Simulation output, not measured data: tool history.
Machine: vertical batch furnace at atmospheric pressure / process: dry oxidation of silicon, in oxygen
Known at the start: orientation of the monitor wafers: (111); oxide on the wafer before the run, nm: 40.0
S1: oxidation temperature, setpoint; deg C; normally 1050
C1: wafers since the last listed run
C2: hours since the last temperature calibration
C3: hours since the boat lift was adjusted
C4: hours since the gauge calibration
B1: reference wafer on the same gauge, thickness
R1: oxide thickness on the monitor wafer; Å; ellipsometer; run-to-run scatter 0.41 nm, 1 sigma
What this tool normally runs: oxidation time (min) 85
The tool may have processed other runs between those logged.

run 1 hour=0 | S1=1050 oxidation_time_(min)=85 | C1=0 C2=3536 C3=1389 C4=848 | B1=145.94 | R1=1316.2
run 2 hour=38.6 | S1=1050 oxidation_time_(min)=85 | C1=589 C2=3574.6 C3=1427.6 C4=886.6 | B1=145.98 | R1=1311.5
run 3 hour=94.9 | S1=1050 oxidation_time_(min)=85 | C1=860 C2=3630.9 C3=1483.9 C4=942.9 | B1=146.02 | R1=1319.7
run 4 hour=124.6 | S1=1050 oxidation_time_(min)=76 | C1=453 C2=3660.6 C3=1513.6 C4=972.6 | B1=145.98 | R1=1239.8
run 5 hour=318.8 | S1=1050 oxidation_time_(min)=76 | C1=2967 C2=3854.8 C3=1707.8 C4=1166.8 | B1=146.04 | R1=1243.2
run 6 hour=345.6 | S1=1040 oxidation_time_(min)=114.5 | C1=409 C2=3881.6 C3=1734.6 C4=1193.6 | B1=145.96 | R1=1466.6
run 7 hour=371.9 | S1=1040 oxidation_time_(min)=114.5 | C1=401 C2=3907.9 C3=1760.9 C4=1219.9 | B1=145.98 | R1=1468.6
run 8 hour=409.7 | S1=1040 oxidation_time_(min)=114.5 | C1=577 C2=3945.7 C3=1798.7 C4=1257.7 | B1=145.96 | R1=1462.8
run 9 hour=458.2 | S1=1063 oxidation_time_(min)=72.5 | C1=741 C2=3994.2 C3=1847.2 C4=1306.2 | B1=145.97 | R1=1292
-- hour=478.6 gauge calibrated
run 10 hour=529.8 | S1=1063 oxidation_time_(min)=72.5 | C1=1093 C2=4065.8 C3=1918.8 C4=51.2 | B1=145.96 | R1=1293.1
run 11 hour=563.5 | S1=1063 oxidation_time_(min)=72.5 | C1=514 C2=4099.5 C3=1952.5 C4=84.9 | B1=145.96 | R1=1292
run 12 hour=621.6 | S1=1050 oxidation_time_(min)=85 | C1=887 C2=4157.6 C3=2010.6 C4=143 | B1=145.95 | R1=1314.2
run 13 hour=683.1 | S1=1050 oxidation_time_(min)=85 | C1=939 C2=4219.1 C3=2072.1 C4=204.5 | B1=145.91 | R1=1310.2
-- hour=722.1 boat lift adjusted
-- hour=723.2 thermocouples replaced and temperature profile calibrated
run 14 hour=860.4 | S1=1050 oxidation_time_(min)=85 | C1=2325 C2=137.2 C3=138.3 C4=381.8 | B1=145.99 | R1=1286.3
run 15 hour=899.2 | S1=1050 oxidation_time_(min)=85 | C1=592 C2=176 C3=177.1 C4=420.6 | B1=146.04 | R1=1290
run 16 hour=934.9 | S1=1050 oxidation_time_(min)=85 | C1=545 C2=211.7 C3=212.8 C4=456.3 | B1=145.92 | R1=1289.3
run 17 hour=1003.2 | S1=1050 oxidation_time_(min)=85 | C1=1043 C2=280 C3=281.1 C4=524.6 | B1=146.12 | R1=1287.4
run 18 hour=1156.5 | S1=1050 oxidation_time_(min)=85 | C1=2342 C2=433.3 C3=434.4 C4=677.9 | B1=145.96 | R1=1286.4
run 19 hour=1363.5 | S1=1050 oxidation_time_(min)=85 | C1=3162 C2=640.3 C3=641.4 C4=884.9 | B1=145.98 | R1=1290.4
run 20 hour=1395.1 | S1=1042 oxidation_time_(min)=46 | C1=482 C2=671.9 C3=673 C4=916.5 | B1=146.07 | R1=923.1
run 21 hour=1460.9 | S1=1050 oxidation_time_(min)=85 | C1=1005 C2=737.7 C3=738.8 C4=982.3 | B1=145.95 | R1=1304.5
run 22 hour=1528 | S1=1063 oxidation_time_(min)=99.5 | C1=1025 C2=804.8 C3=805.9 C4=1049.4 | B1=146.06 | R1=1503.5
run 23 hour=1598.1 | S1=1050 oxidation_time_(min)=85 | C1=1071 C2=874.9 C3=876 C4=1119.5 | B1=146.04 | R1=1293.8
run 24 hour=1645.2 | S1=1050 oxidation_time_(min)=85 | C1=719 C2=922 C3=923.1 C4=1166.6 | B1=146.01 | R1=1301.8
run 25 hour=1673.3 | S1=1062 oxidation_time_(min)=67.5 | C1=429 C2=950.1 C3=951.2 C4=1194.7 | B1=146.05 | R1=1223.1
run 26 hour=1707.5 | S1=1029 oxidation_time_(min)=56 | C1=522 C2=984.3 C3=985.4 C4=1228.9 | B1=145.98 | R1=963.7
-- hour=1714.1 gauge calibrated
run 27 hour=1770.5 | S1=1050 oxidation_time_(min)=95.5 | C1=962 C2=1047.3 C3=1048.4 C4=56.4 | B1=146.02 | R1=1382.4
run 28 hour=1812.1 | S1=1050 oxidation_time_(min)=85 | C1=635 C2=1088.9 C3=1090 C4=98 | B1=146.03 | R1=1297.6
run 29 hour=1880.4 | S1=1064 oxidation_time_(min)=85 | C1=1043 C2=1157.2 C3=1158.3 C4=166.3 | B1=146.07 | R1=1392.2
run 30 hour=1931.2 | S1=1050 oxidation_time_(min)=57.5 | C1=776 C2=1208 C3=1209.1 C4=217.1 | B1=146 | R1=1067.6
run 31 hour=1982.1 | S1=1071 oxidation_time_(min)=112.5 | C1=777 C2=1258.9 C3=1260 C4=268 | B1=145.96 | R1=1667
run 32 hour=2044.6 | S1=1042 oxidation_time_(min)=99 | C1=954 C2=1321.4 C3=1322.5 C4=330.5 | B1=145.99 | R1=1353.1
run 33 hour=2103.2 | S1=1050 oxidation_time_(min)=115 | C1=895 C2=1380 C3=1381.1 C4=389.1 | B1=145.94 | R1=1526.9
run 34 hour=2151.1 | S1=1050 oxidation_time_(min)=85 | C1=731 C2=1427.9 C3=1429 C4=437 | B1=146.03 | R1=1305.1
run 35 hour=2189.9 | S1=1050 oxidation_time_(min)=85 | C1=592 C2=1466.7 C3=1467.8 C4=475.8 | B1=145.99 | R1=1310.2
run 36 hour=2241.6 | S1=1035 oxidation_time_(min)=116 | C1=789 C2=1518.4 C3=1519.5 C4=527.5 | B1=145.95 | R1=1431.1
run 37 hour=2270.2 | S1=1050 oxidation_time_(min)=85 | C1=436 C2=1547 C3=1548.1 C4=556.1 | B1=146.03 | R1=1308.2
run 38 hour=2319.3 | S1=1050 oxidation_time_(min)=106.5 | C1=750 C2=1596.1 C3=1597.2 C4=605.2 | B1=145.97 | R1=1469.8
run 39 hour=2389.9 | S1=1066 oxidation_time_(min)=62 | C1=1078 C2=1666.7 C3=1667.8 C4=675.8 | B1=145.97 | R1=1197.3

Same runs, no hidden state in the tool, same run-to-run variation:
Hidden conditions of the tool in this case: true tube temperature minus thermocouple reading, K; monitor wafer colder than the profiled boat position, K; gauge reads high (%).
run=1 R1=1284
run=2 R1=1279.4
run=3 R1=1287.2
run=4 R1=1209.6
run=5 R1=1212.5
run=6 R1=1429.4
run=7 R1=1431.3
run=8 R1=1425.6
run=9 R1=1258.4
run=10 R1=1259.3
run=11 R1=1258.2
run=12 R1=1280.9
run=13 R1=1276.9
run=14 R1=1282.5
run=15 R1=1285.5
run=16 R1=1284.2
run=17 R1=1281.2
run=18 R1=1277.9
run=19 R1=1278.9
run=20 R1=915.5
run=21 R1=1291.6
run=22 R1=1486.8
run=23 R1=1279.4
run=24 R1=1286.8
run=25 R1=1208.5
run=26 R1=952.8
run=27 R1=1364.8
run=28 R1=1280.9
run=29 R1=1372.6
run=30 R1=1053.6
run=31 R1=1641.1
run=32 R1=1333.3
run=33 R1=1503.5
run=34 R1=1285.2
run=35 R1=1289.9
run=36 R1=1407.9
run=37 R1=1287.3
run=38 R1=1445.4
run=39 R1=1176.8
